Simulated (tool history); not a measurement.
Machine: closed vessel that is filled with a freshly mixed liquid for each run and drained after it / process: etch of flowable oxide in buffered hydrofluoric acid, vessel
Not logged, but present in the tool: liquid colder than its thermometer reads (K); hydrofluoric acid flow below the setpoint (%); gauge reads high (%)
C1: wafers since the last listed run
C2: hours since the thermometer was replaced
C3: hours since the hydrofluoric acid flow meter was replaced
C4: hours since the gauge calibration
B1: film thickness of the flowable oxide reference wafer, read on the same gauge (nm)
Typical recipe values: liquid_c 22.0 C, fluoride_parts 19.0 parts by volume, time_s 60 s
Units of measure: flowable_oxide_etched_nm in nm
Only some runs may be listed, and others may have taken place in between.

{"run": 1, "hour": 0.0, "liquid_c": 20.5, "fluoride_parts": 19.0, "time_s": 35, "C1": 0, "C2": 2177.6, "C3": 681.2, "C4": 622.0, "B1": 109.99, "flowable_oxide_etched_nm": 70.69}
{"run": 2, "hour": 25.0, "liquid_c": 22.0, "fluoride_parts": 19.0, "time_s": 80, "C1": 3664, "C2": 2202.6, "C3": 706.2, "C4": 647.0, "B1": 110.0, "flowable_oxide_etched_nm": 175.23}
{"run": 3, "hour": 55.9, "liquid_c": 22.0, "fluoride_parts": 19.0, "time_s": 80, "C1": 4529, "C2": 2233.5, "C3": 737.1, "C4": 677.9, "B1": 110.01, "flowable_oxide_etched_nm": 176.33}
{"run": 4, "hour": 82.1, "liquid_c": 22.0, "fluoride_parts": 19.0, "time_s": 60, "C1": 3840, "C2": 2259.7, "C3": 763.3, "C4": 704.1, "B1": 110.0, "flowable_oxide_etched_nm": 132.39}
{"run": 5, "hour": 94.3, "liquid_c": 22.0, "fluoride_parts": 19.0, "time_s": 60, "C1": 1788, "C2": 2271.9, "C3": 775.5, "C4": 716.3, "B1": 109.99, "flowable_oxide_etched_nm": 132.73}
{"run": 6, "hour": 120.3, "liquid_c": 22.0, "fluoride_parts": 19.0, "time_s": 60, "C1": 3810, "C2": 2297.9, "C3": 801.5, "C4": 742.3, "B1": 110.01, "flowable_oxide_etched_nm": 132.18}
{"run": 7, "hour": 139.9, "liquid_c": 22.0, "fluoride_parts": 19.0, "time_s": 60, "C1": 2872, "C2": 2317.5, "C3": 821.1, "C4": 761.9, "B1": 110.03, "flowable_oxide_etched_nm": 133.63}
{"run": 8, "hour": 163.4, "liquid_c": 22.0, "fluoride_parts": 19.0, "time_s": 60, "C1": 3444, "C2": 2341.0, "C3": 844.6, "C4": 785.4, "B1": 110.01, "flowable_oxide_etched_nm": 132.53}
{"run": 9, "hour": 198.8, "liquid_c": 22.0, "fluoride_parts": 19.0, "time_s": 60, "C1": 5188, "C2": 2376.4, "C3": 880.0, "C4": 820.8, "B1": 110.01, "flowable_oxide_etched_nm": 131.67}
{"run": 10, "hour": 211.5, "liquid_c": 22.0, "fluoride_parts": 19.0, "time_s": 60, "C1": 1861, "C2": 2389.1, "C3": 892.7, "C4": 833.5, "B1": 110.0, "flowable_oxide_etched_nm": 132.26}
{"run": 11, "hour": 307.0, "liquid_c": 22.0, "fluoride_parts": 19.0, "time_s": 60, "C1": 13997, "C2": 2484.6, "C3": 988.2, "C4": 929.0, "B1": 110.0, "flowable_oxide_etched_nm": 130.05}
{"hour": 314.0, "done": "hydrofluoric acid flow meter replaced"}
{"run": 12, "hour": 328.8, "liquid_c": 20.5, "fluoride_parts": 19.0, "time_s": 60, "C1": 3048, "C2": 2506.4, "C3": 14.8, "C4": 950.8, "B1": 109.99, "flowable_oxide_etched_nm": 125.84}
{"run": 13, "hour": 352.9, "liquid_c": 20.5, "fluoride_parts": 19.0, "time_s": 60, "C1": 3532, "C2": 2530.5, "C3": 38.9, "C4": 974.9, "B1": 109.99, "flowable_oxide_etched_nm": 124.83}
{"hour": 384.6, "done": "gauge calibrated"}
{"run": 14, "hour": 388.1, "liquid_c": 22.0, "fluoride_parts": 21.5, "time_s": 60, "C1": 5159, "C2": 2565.7, "C3": 74.1, "C4": 3.5, "B1": 110.0, "flowable_oxide_etched_nm": 123.96}
{"run": 15, "hour": 411.6, "liquid_c": 18.5, "fluoride_parts": 25.0, "time_s": 75, "C1": 3444, "C2": 2589.2, "C3": 97.6, "C4": 27.0, "B1": 110.02, "flowable_oxide_etched_nm": 113.66}
{"run": 16, "hour": 432.5, "liquid_c": 22.0, "fluoride_parts": 19.0, "time_s": 60, "C1": 3063, "C2": 2610.1, "C3": 118.5, "C4": 47.9, "B1": 110.02, "flowable_oxide_etched_nm": 135.87}
{"run": 17, "hour": 445.1, "liquid_c": 26.5, "fluoride_parts": 19.0, "time_s": 75, "C1": 1846, "C2": 2622.7, "C3": 131.1, "C4": 60.5, "B1": 110.0, "flowable_oxide_etched_nm": 217.89}
{"run": 18, "hour": 479.2, "liquid_c": 17.0, "fluoride_parts": 19.0, "time_s": 30, "C1": 4998, "C2": 2656.8, "C3": 165.2, "C4": 94.6, "B1": 109.98, "flowable_oxide_etched_nm": 51.08}
{"run": 19, "hour": 568.6, "liquid_c": 22.0, "fluoride_parts": 19.0, "time_s": 30, "C1": 13103, "C2": 2746.2, "C3": 254.6, "C4": 184.0, "B1": 110.0, "flowable_oxide_etched_nm": 68.42}
{"hour": 600.9, "done": "thermometer replaced"}
{"run": 20, "hour": 602.6, "liquid_c": 25.5, "fluoride_parts": 19.0, "time_s": 60, "C1": 4836, "C2": 1.7, "C3": 288.6, "C4": 218.0, "B1": 109.99, "flowable_oxide_etched_nm": 163.61}
{"run": 21, "hour": 637.7, "liquid_c": 27.0, "fluoride_parts": 19.0, "time_s": 60, "C1": 5144, "C2": 36.8, "C3": 323.7, "C4": 253.1, "B1": 110.0, "flowable_oxide_etched_nm": 176.32}
{"run": 22, "hour": 672.5, "liquid_c": 26.5, "fluoride_parts": 12.5, "time_s": 85, "C1": 5100, "C2": 71.6, "C3": 358.5, "C4": 287.9, "B1": 110.0, "flowable_oxide_etched_nm": 370.02}
{"run": 23, "hour": 687.4, "liquid_c": 22.0, "fluoride_parts": 19.0, "time_s": 60, "C1": 2183, "C2": 86.5, "C3": 373.4, "C4": 302.8, "B1": 110.0, "flowable_oxide_etched_nm": 134.14}
{"run": 24, "hour": 703.9, "liquid_c": 26.5, "fluoride_parts": 17.0, "time_s": 60, "C1": 2418, "C2": 103.0, "C3": 389.9, "C4": 319.3, "B1": 110.0, "flowable_oxide_etched_nm": 192.27}
{"run": 25, "hour": 733.8, "liquid_c": 22.0, "fluoride_parts": 19.0, "time_s": 60, "C1": 4382, "C2": 132.9, "C3": 419.8, "C4": 349.2, "B1": 109.96, "flowable_oxide_etched_nm": 135.06}
{"run": 26, "hour": 748.6, "liquid_c": 17.0, "fluoride_parts": 19.0, "time_s": 60, "C1": 2169, "C2": 147.7, "C3": 434.6, "C4": 364.0, "B1": 110.0, "flowable_oxide_etched_nm": 101.88}
{"run": 27, "hour": 773.6, "liquid_c": 26.0, "fluoride_parts": 22.0, "time_s": 60, "C1": 3664, "C2": 172.7, "C3": 459.6, "C4": 389.0, "B1": 110.01, "flowable_oxide_etched_nm": 149.88}
{"run": 28, "hour": 791.2, "liquid_c": 24.0, "fluoride_parts": 19.0, "time_s": 50, "C1": 2579, "C2": 190.3, "C3": 477.2, "C4": 406.6, "B1": 110.01, "flowable_oxide_etched_nm": 125.12}
{"run": 29, "hour": 809.1, "liquid_c": 22.0, "fluoride_parts": 19.0, "time_s": 60, "C1": 2623, "C2": 208.2, "C3": 495.1, "C4": 424.5, "B1": 110.01, "flowable_oxide_etched_nm": 134.67}
{"run": 30, "hour": 877.7, "liquid_c": 22.0, "fluoride_parts": 19.0, "time_s": 60, "C1": 10055, "C2": 276.8, "C3": 563.7, "C4": 493.1, "B1": 109.99, "flowable_oxide_etched_nm": 133.06}
{"run": 31, "hour": 890.7, "liquid_c": 22.0, "fluoride_parts": 19.0, "time_s": 60, "C1": 1905, "C2": 289.8, "C3": 576.7, "C4": 506.1, "B1": 109.99, "flowable_oxide_etched_nm": 132.72}
{"run": 32, "hour": 917.7, "liquid_c": 22.0, "fluoride_parts": 19.0, "time_s": 60, "C1": 3957, "C2": 316.8, "C3": 603.7, "C4": 533.1, "B1": 110.03, "flowable_oxide_etched_nm": 133.14}
{"run": 33, "hour": 930.8, "liquid_c": 20.0, "fluoride_parts": 22.0, "time_s": 30, "C1": 1920, "C2": 329.9, "C3": 616.8, "C4": 546.2, "B1": 110.01, "flowable_oxide_etched_nm": 53.3}
{"run": 34, "hour": 996.6, "liquid_c": 18.0, "fluoride_parts": 19.0, "time_s": 60, "C1": 9644, "C2": 395.7, "C3": 682.6, "C4": 612.0, "B1": 110.01, "flowable_oxide_etched_nm": 106.72}

State the hidden condition of the tool at each of the runs:
liquid colder than its thermometer reads (K): 0, the same for each run
gauge reads high (%): 0, the same for each run
H1: hydrofluoric acid flow below the setpoint (%)
run=1 H1=2.93
run=2 H1=3.03
run=3 H1=3.14
run=4 H1=3.24
run=5 H1=3.29
run=6 H1=3.39
run=7 H1=3.46
run=8 H1=3.55
run=9 H1=3.69
run=10 H1=3.74
run=11 H1=4.1
run=12 H1=0.0757
run=13 H1=0.167
run=14 H1=0.302
run=15 H1=0.391
run=16 H1=0.471
run=17 H1=0.519
run=18 H1=0.649
run=19 H1=0.989
run=20 H1=1.12
run=21 H1=1.25
run=22 H1=1.38
run=23 H1=1.44
run=24 H1=1.5
run=25 H1=1.62
run=26 H1=1.67
run=27 H1=1.77
run=28 H1=1.84
run=29 H1=1.91
run=30 H1=2.17
run=31 H1=2.22
run=32 H1=2.32
run=33 H1=2.37
run=34 H1=2.62
